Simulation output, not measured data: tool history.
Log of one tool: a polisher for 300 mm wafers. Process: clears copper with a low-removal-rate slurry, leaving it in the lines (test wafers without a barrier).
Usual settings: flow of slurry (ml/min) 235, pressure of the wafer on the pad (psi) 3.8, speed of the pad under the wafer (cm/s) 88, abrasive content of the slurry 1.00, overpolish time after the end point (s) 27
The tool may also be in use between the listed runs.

run	hour	flow of slurry (ml/min)	pressure of the wafer on the pad (psi)	speed of the pad under the wafer (cm/s)	abrasive content of the slurry	overpolish time after the end point (s)	wafers since the last listed run	wafers polished on this pad	hours since the slurry nozzle was cleaned	hours since the head pressure was calibrated	hours since the slurry blender was calibrated	incoming thickness of the incoming film, nm	time until the end point was called (s)	dishing of a wide line in a test structure (Å)
1	0.0	235	3.8	88	1.00	27	0	636	454.1	687.4	338.8	523.3	142.0	572
2	74.5	235	3.8	88	1.00	27	290	926	528.6	761.9	413.3	520.0	143.4	580
3	132.3	235	3.8	88	1.00	27	225	1152	586.4	819.7	471.1	518.6	144.6	540
# hour 158.4: head pressure recalibrated
4	219.7	235	3.8	88	1.20	27	333	1486	673.8	61.3	558.5	524.4	146.2	554
# hour 255.2: slurry blender recalibrated
5	279.2	235	3.8	88	0.85	27	224	1710	733.3	120.8	24.0	509.9	143.2	580
# hour 354.8: worn pad replaced by a new one
6	356.0	235	3.8	88	0.85	27	284	4	810.1	197.6	100.8	524.1	148.9	550
7	444.9	235	3.8	88	0.85	27	347	351	899.0	286.5	189.7	523.1	153.7	524
# hour 463.6: slurry nozzle cleaned
8	513.1	235	3.8	88	1.00	17	262	614	49.5	354.7	257.9	513.8	137.5	418
9	569.2	235	3.8	88	1.25	27	219	833	105.6	410.8	314.0	524.6	131.4	621
10	652.3	205	2.7	88	0.70	33	324	1157	188.7	493.9	397.1	528.8	223.1	476
11	747.0	235	3.8	88	1.00	27	369	1527	283.4	588.6	491.8	531.0	148.0	567
12	786.1	235	3.8	88	1.00	27	152	1680	322.5	627.7	530.9	519.3	148.0	562
13	825.1	285	3.8	88	1.00	27	152	1832	361.5	666.7	569.9	521.2	147.6	566
# hour 840.4: slurry blender recalibrated
# hour 873.4: head pressure recalibrated
14	928.2	175	3.2	88	1.00	27	386	2219	464.6	54.8	87.8	527.5	170.6	509
# hour 953.0: worn pad replaced by a new one
15	1013.9	235	3.8	88	1.00	41	318	237	550.3	140.5	173.5	527.8	141.1	717
16	1061.2	235	4.8	100	1.00	32	184	422	597.6	187.8	220.8	519.9	100.2	799
17	1108.4	235	3.8	88	1.00	27	184	606	644.8	235.0	268.0	523.0	142.7	569
18	1152.3	235	3.8	88	1.00	27	171	778	688.7	278.9	311.9	523.6	146.3	588
19	1195.4	195	4.7	88	1.00	34	168	946	731.8	322.0	355.0	512.8	116.2	748
20	1281.7	235	3.8	68	1.00	27	336	1283	818.1	408.3	441.3	519.3	190.8	459
# hour 1319.0: slurry nozzle cleaned
21	1327.1	190	3.8	88	1.10	39	173	1456	8.1	453.7	486.7	516.9	145.0	735
22	1387.5	235	3.8	88	1.00	27	235	1692	68.5	514.1	547.1	527.3	151.0	551
# hour 1390.0: slurry blender recalibrated
23	1456.4	235	3.8	78	1.25	27	261	1953	137.4	583.0	66.4	517.4	144.5	560
24	1532.1	195	4.7	88	1.00	34	295	2249	213.1	658.7	142.1	512.6	113.5	723
# hour 1564.1: head pressure recalibrated
# hour 1571.7: worn pad replaced by a new one
25	1638.3	290	3.8	88	1.00	27	391	259	319.3	74.2	248.3	523.4	136.3	571
26	1706.1	235	3.8	88	0.75	27	264	524	387.1	142.0	316.1	517.5	151.4	549
27	1771.0	235	2.9	88	1.00	27	253	778	452.0	206.9	381.0	510.8	181.2	460
28	1834.8	235	3.8	88	1.00	27	249	1027	515.8	270.7	444.8	516.2	141.9	587

Forecast each of these 4 alternatives for the next run:
A	1835.3	235	3.8	88	1.00	27	1	1029	516.3	271.2	445.3	524.9	?	?
B	1835.3	185	3.8	88	1.00	27	1	1029	516.3	271.2	445.3	524.9	?	?
C	1835.3	235	3.8	70	1.00	27	1	1029	516.3	271.2	445.3	524.9	?	?
D	1835.3	210	3.8	116	1.25	27	1	1029	516.3	271.2	445.3	524.9	?	?

run	time until the end point was called (s)	dishing of a wide line in a test structure (Å)
A	145.0	573
B	149.3	562
C	182.3	490
D	104.8	695
Without the tool's hidden state the same runs would have given:
run	time until the end point was called (s)	dishing of a wide line in a test structure (Å)
A	134.6	600
B	137.9	591
C	169.3	516
D	97.0	724
